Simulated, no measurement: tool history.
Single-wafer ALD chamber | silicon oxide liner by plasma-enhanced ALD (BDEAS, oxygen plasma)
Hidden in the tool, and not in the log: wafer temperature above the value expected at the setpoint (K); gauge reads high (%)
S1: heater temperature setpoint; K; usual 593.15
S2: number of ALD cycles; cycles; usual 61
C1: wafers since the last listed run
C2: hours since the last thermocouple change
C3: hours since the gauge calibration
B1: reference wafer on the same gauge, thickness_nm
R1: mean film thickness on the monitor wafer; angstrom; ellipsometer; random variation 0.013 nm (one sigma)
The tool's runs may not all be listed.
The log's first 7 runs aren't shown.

{"run": 8, "day": 6.146, "S1": 602.15, "S2": 61, "C1": 174, "C2": 1751.7, "C3": 244, "B1": 4.398, "R1": 52.35}
{"run": 9, "day": 7.633, "S1": 593.15, "S2": 61, "C1": 197, "C2": 1787.4, "C3": 279.7, "B1": 4.403, "R1": 53.05}
{"run": 10, "day": 9.008, "S1": 593.15, "S2": 61, "C1": 182, "C2": 1820.4, "C3": 312.7, "B1": 4.404, "R1": 53.15}
{"run": 11, "day": 10.208, "S1": 593.15, "S2": 61, "C1": 159, "C2": 1849.2, "C3": 341.5, "B1": 4.401, "R1": 53.18}
{"run": 12, "day": 10.917, "S1": 593.15, "S2": 61, "C1": 94, "C2": 1866.2, "C3": 358.5, "B1": 4.396, "R1": 53.06}
{"run": 13, "day": 11.908, "S1": 593.15, "S2": 61, "C1": 131, "C2": 1890, "C3": 382.3, "B1": 4.402, "R1": 53.11}
{"day": 12.075, "done": "gauge calibrated"}
{"run": 14, "day": 13.1, "S1": 593.15, "S2": 61, "C1": 158, "C2": 1918.6, "C3": 24.6, "B1": 4.399, "R1": 53.37}
{"run": 15, "day": 14.4, "S1": 593.15, "S2": 61, "C1": 173, "C2": 1949.8, "C3": 55.8, "B1": 4.405, "R1": 53.02}
{"run": 16, "day": 14.958, "S1": 593.15, "S2": 61, "C1": 74, "C2": 1963.2, "C3": 69.2, "B1": 4.398, "R1": 53.12}
{"run": 17, "day": 15.917, "S1": 598.15, "S2": 49, "C1": 127, "C2": 1986.2, "C3": 92.2, "B1": 4.4, "R1": 42.32}
{"run": 18, "day": 17.312, "S1": 593.15, "S2": 54, "C1": 185, "C2": 2019.7, "C3": 125.7, "B1": 4.4, "R1": 46.93}
{"run": 19, "day": 18.371, "S1": 583.15, "S2": 49, "C1": 140, "C2": 2045.1, "C3": 151.1, "B1": 4.402, "R1": 43.13}
{"run": 20, "day": 19.575, "S1": 593.15, "S2": 61, "C1": 160, "C2": 2074, "C3": 180, "B1": 4.405, "R1": 53}
{"run": 21, "day": 20.288, "S1": 593.15, "S2": 61, "C1": 94, "C2": 2091.1, "C3": 197.1, "B1": 4.402, "R1": 53.04}
{"run": 22, "day": 20.971, "S1": 586.15, "S2": 50, "C1": 90, "C2": 2107.5, "C3": 213.5, "B1": 4.401, "R1": 43.91}
{"run": 23, "day": 22.196, "S1": 593.15, "S2": 61, "C1": 163, "C2": 2136.9, "C3": 242.9, "B1": 4.397, "R1": 53.17}
{"day": 22.933, "done": "thermocouple changed; heater temperature recalibrated"}
{"run": 24, "day": 23.571, "S1": 579.15, "S2": 55, "C1": 138, "C2": 15.3, "C3": 275.9, "B1": 4.399, "R1": 48.85}
{"run": 25, "day": 24.288, "S1": 586.15, "S2": 68, "C1": 95, "C2": 32.5, "C3": 293.1, "B1": 4.4, "R1": 59.78}
{"run": 26, "day": 25.654, "S1": 586.15, "S2": 61, "C1": 181, "C2": 65.3, "C3": 325.9, "B1": 4.396, "R1": 53.77}
{"run": 27, "day": 26.571, "S1": 587.15, "S2": 50, "C1": 121, "C2": 87.3, "C3": 347.9, "B1": 4.401, "R1": 43.92}
{"run": 28, "day": 27.812, "S1": 593.15, "S2": 61, "C1": 165, "C2": 117.1, "C3": 377.7, "B1": 4.395, "R1": 53.11}
{"day": 28.408, "done": "gauge calibrated"}
{"run": 29, "day": 28.425, "S1": 606.15, "S2": 55, "C1": 81, "C2": 131.8, "C3": 0.4, "B1": 4.401, "R1": 46.82}
{"run": 30, "day": 29.683, "S1": 579.15, "S2": 54, "C1": 167, "C2": 162, "C3": 30.6, "B1": 4.399, "R1": 48.16}

Forecast each of these 4 alternatives for the next run:
{"run": "A", "day": 29.704, "S1": 593.15, "S2": 61, "C1": 2, "C2": 162.5, "C3": 31.1, "B1": "?", "R1": "?"}
{"run": "B", "day": 29.704, "S1": 581.15, "S2": 50, "C1": 2, "C2": 162.5, "C3": 31.1, "B1": "?", "R1": "?"}
{"run": "C", "day": 29.704, "S1": 585.15, "S2": 69, "C1": 2, "C2": 162.5, "C3": 31.1, "B1": "?", "R1": "?"}
{"run": "D", "day": 29.704, "S1": 600.15, "S2": 61, "C1": 2, "C2": 162.5, "C3": 31.1, "B1": "?", "R1": "?"}

run=A B1=4.397 R1=53.05
run=B B1=4.397 R1=44.3
run=C B1=4.397 R1=60.76
run=D B1=4.397 R1=52.47
Without the tool's hidden state the same runs would have given:
run=A R1=53.05
run=B R1=44.3
run=C R1=60.76
run=D R1=52.47
